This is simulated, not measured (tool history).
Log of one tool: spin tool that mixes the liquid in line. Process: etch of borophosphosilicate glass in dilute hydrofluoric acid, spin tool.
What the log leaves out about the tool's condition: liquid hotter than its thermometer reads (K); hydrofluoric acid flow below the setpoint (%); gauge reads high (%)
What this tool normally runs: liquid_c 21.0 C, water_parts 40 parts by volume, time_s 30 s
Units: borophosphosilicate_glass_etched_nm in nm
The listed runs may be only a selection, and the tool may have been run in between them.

run	hour	liquid_c	water_parts	time_s	wafers since the last listed run	hours since the thermometer was replaced	hours since the hydrofluoric acid flow meter was replaced	hours since the gauge calibration	read-back film thickness of the borophosphosilicate glass reference wafer, read on the same gauge (nm)	borophosphosilicate_glass_etched_nm
1	0.0	21.0	40	20	0	1065.2	2030.2	172.7	39.99	10.90
2	15.6	21.0	40	20	217	1080.8	2045.8	188.3	40.01	10.88
3	26.1	21.0	40	20	146	1091.3	2056.3	198.8	40.05	10.89
4	42.4	23.0	40	30	227	1107.6	2072.6	215.1	39.98	17.82
5	53.4	23.0	40	30	153	1118.6	2083.6	226.1	40.03	17.84
6	66.1	21.0	50	40	176	1131.3	2096.3	238.8	39.97	17.13
7	76.9	21.0	50	40	150	1142.1	2107.1	249.6	39.97	17.23
8	91.3	21.0	50	40	200	1156.5	2121.5	264.0	40.01	17.10
9	104.8	24.5	40	30	188	1170.0	2135.0	277.5	39.99	19.01
10	120.3	24.5	40	30	216	1185.5	2150.5	293.0	39.98	18.94
11	127.2	23.5	20	45	96	1192.4	2157.4	299.9	39.99	56.48
12	133.7	21.0	55	30	90	1198.9	2163.9	306.4	39.97	11.69
# hour 136.0: gauge calibrated
13	140.2	22.5	50	20	90	1205.4	2170.4	4.2	40.00	9.14
14	149.8	25.0	35	35	133	1215.0	2180.0	13.8	40.00	26.04
15	156.6	21.0	40	30	94	1221.8	2186.8	20.6	39.99	16.36
# hour 168.3: thermometer replaced
16	173.2	21.0	40	30	217	4.9	2203.4	37.2	39.96	14.79
# hour 183.9: hydrofluoric acid flow meter replaced
17	187.0	17.5	35	25	178	18.7	3.1	51.0	39.94	13.98
18	202.6	25.5	25	45	217	34.3	18.7	66.6	39.98	50.58
19	215.7	24.5	55	40	182	47.4	31.8	79.7	39.98	18.84
20	228.0	17.5	25	30	171	59.7	44.1	92.0	39.99	23.92
21	240.9	21.0	25	30	179	72.6	57.0	104.9	39.98	27.69

Branching from run 21: 5 alternative next runs. What would each branch give?
A	241.3	21.0	40	30	5	73.0	57.4	105.3	?	?
B	241.3	21.0	55	45	5	73.0	57.4	105.3	?	?
C	241.3	17.0	55	30	5	73.0	57.4	105.3	?	?
D	241.3	21.0	40	15	5	73.0	57.4	105.3	?	?
E	241.3	18.5	40	25	5	73.0	57.4	105.3	?	?

run	read-back film thickness of the borophosphosilicate glass reference wafer, read on the same gauge (nm)	borophosphosilicate_glass_etched_nm
A	40.01	17.09
B	40.01	18.29
C	40.01	10.29
D	40.01	8.54
E	40.01	12.80
Without the tool's hidden state the same runs would have given:
run	borophosphosilicate_glass_etched_nm
A	16.98
B	18.19
C	10.22
D	8.49
E	12.72

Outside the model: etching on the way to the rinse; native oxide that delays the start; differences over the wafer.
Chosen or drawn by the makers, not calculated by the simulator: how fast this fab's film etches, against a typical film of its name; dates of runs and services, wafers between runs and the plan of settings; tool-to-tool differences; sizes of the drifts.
